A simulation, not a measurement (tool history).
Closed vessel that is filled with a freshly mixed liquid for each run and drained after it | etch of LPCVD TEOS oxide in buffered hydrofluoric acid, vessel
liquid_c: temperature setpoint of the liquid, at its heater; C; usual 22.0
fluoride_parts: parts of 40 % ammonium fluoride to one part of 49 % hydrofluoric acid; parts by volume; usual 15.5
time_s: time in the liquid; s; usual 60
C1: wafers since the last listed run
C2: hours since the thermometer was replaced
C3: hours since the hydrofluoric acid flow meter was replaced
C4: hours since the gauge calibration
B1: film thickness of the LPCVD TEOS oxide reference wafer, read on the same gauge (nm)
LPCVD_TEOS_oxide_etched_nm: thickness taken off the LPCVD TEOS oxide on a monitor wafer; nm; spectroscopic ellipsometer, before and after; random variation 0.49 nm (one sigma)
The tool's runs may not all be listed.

Run 1, hour 0.0: usual settings but liquid_c 18.5 C; C1 0; C2 2849.7; C3 470.6; C4 302.3; B1 150.01. Result: LPCVD_TEOS_oxide_etched_nm 93.35 nm.
Run 2, hour 22.8: usual settings but liquid_c 18.5 C; C1 2621; C2 2872.5; C3 493.4; C4 325.1; B1 150.04. Result: LPCVD_TEOS_oxide_etched_nm 93.83 nm.
Run 3, hour 42.2: usual settings but liquid_c 18.5 C; C1 2230; C2 2891.9; C3 512.8; C4 344.5; B1 150.00. Result: LPCVD_TEOS_oxide_etched_nm 92.77 nm.
Run 4, hour 75.4: usual settings; C1 3817; C2 2925.1; C3 546.0; C4 377.7; B1 149.99. Result: LPCVD_TEOS_oxide_etched_nm 114.89 nm.
Run 5, hour 95.8: usual settings; C1 2345; C2 2945.5; C3 566.4; C4 398.1; B1 149.98. Result: LPCVD_TEOS_oxide_etched_nm 114.65 nm.
Run 6, hour 119.1: usual settings; C1 2679; C2 2968.8; C3 589.7; C4 421.4; B1 150.02. Result: LPCVD_TEOS_oxide_etched_nm 114.50 nm.
Run 7, hour 151.9: usual settings; C1 3771; C2 3001.6; C3 622.5; C4 454.2; B1 150.02. Result: LPCVD_TEOS_oxide_etched_nm 114.56 nm.
At hour 156.3: gauge calibrated.
At hour 212.6: thermometer replaced.
Run 8, hour 240.5: usual settings but liquid_c 17.5 C, fluoride_parts 21.0 parts by volume; C1 10072; C2 27.9; C3 711.1; C4 84.2; B1 150.00. Result: LPCVD_TEOS_oxide_etched_nm 75.71 nm.
At hour 242.0: hydrofluoric acid flow meter replaced.
Run 9, hour 261.7: usual settings but liquid_c 19.5 C, fluoride_parts 14.0 parts by volume, time_s 30 s; C1 2322; C2 49.1; C3 19.7; C4 105.4; B1 150.02. Result: LPCVD_TEOS_oxide_etched_nm 59.87 nm.
Run 10, hour 284.0: usual settings but liquid_c 26.0 C, fluoride_parts 10.5 parts by volume, time_s 90 s; C1 2564; C2 71.4; C3 42.0; C4 127.7; B1 149.98. Result: LPCVD_TEOS_oxide_etched_nm 340.82 nm.
Run 11, hour 303.0: usual settings but liquid_c 17.5 C, fluoride_parts 21.5 parts by volume, time_s 50 s; C1 2184; C2 90.4; C3 61.0; C4 146.7; B1 149.97. Result: LPCVD_TEOS_oxide_etched_nm 59.61 nm.
Run 12, hour 317.9: usual settings; C1 1713; C2 105.3; C3 75.9; C4 161.6; B1 150.01. Result: LPCVD_TEOS_oxide_etched_nm 124.98 nm.
Run 13, hour 351.1: usual settings but liquid_c 20.5 C, time_s 75 s; C1 3817; C2 138.5; C3 109.1; C4 194.8; B1 150.00. Result: LPCVD_TEOS_oxide_etched_nm 143.47 nm.
Run 14, hour 384.8: usual settings; C1 3874; C2 172.2; C3 142.8; C4 228.5; B1 150.02. Result: LPCVD_TEOS_oxide_etched_nm 125.11 nm.

4 ways to go on from here, each from the tool as it stands after run 14. What would each give?
Run A, hour 385.5: usual settings; C1 80; C2 172.9; C3 143.5; C4 229.2; B1 ?. Result: LPCVD_TEOS_oxide_etched_nm ?.
Run B, hour 385.5: usual settings but fluoride_parts 12.0 parts by volume, time_s 50 s; C1 80; C2 172.9; C3 143.5; C4 229.2; B1 ?. Result: LPCVD_TEOS_oxide_etched_nm ?.
Run C, hour 385.5: usual settings but liquid_c 17.0 C, fluoride_parts 13.0 parts by volume, time_s 75 s; C1 80; C2 172.9; C3 143.5; C4 229.2; B1 ?. Result: LPCVD_TEOS_oxide_etched_nm ?.
Run D, hour 385.5: usual settings but liquid_c 17.0 C, fluoride_parts 12.5 parts by volume, time_s 95 s; C1 80; C2 172.9; C3 143.5; C4 229.2; B1 ?. Result: LPCVD_TEOS_oxide_etched_nm ?.

run      B1  LPCVD_TEOS_oxide_etched_nm
  A  149.98                      125.83
  B  149.98                      134.78
  C  149.98                      141.02
  D  149.98                      185.63
Without the tool's hidden state the same runs would have given:
run  LPCVD_TEOS_oxide_etched_nm
  A                      127.37
  B                      136.43
  C                      142.85
  D                      188.03

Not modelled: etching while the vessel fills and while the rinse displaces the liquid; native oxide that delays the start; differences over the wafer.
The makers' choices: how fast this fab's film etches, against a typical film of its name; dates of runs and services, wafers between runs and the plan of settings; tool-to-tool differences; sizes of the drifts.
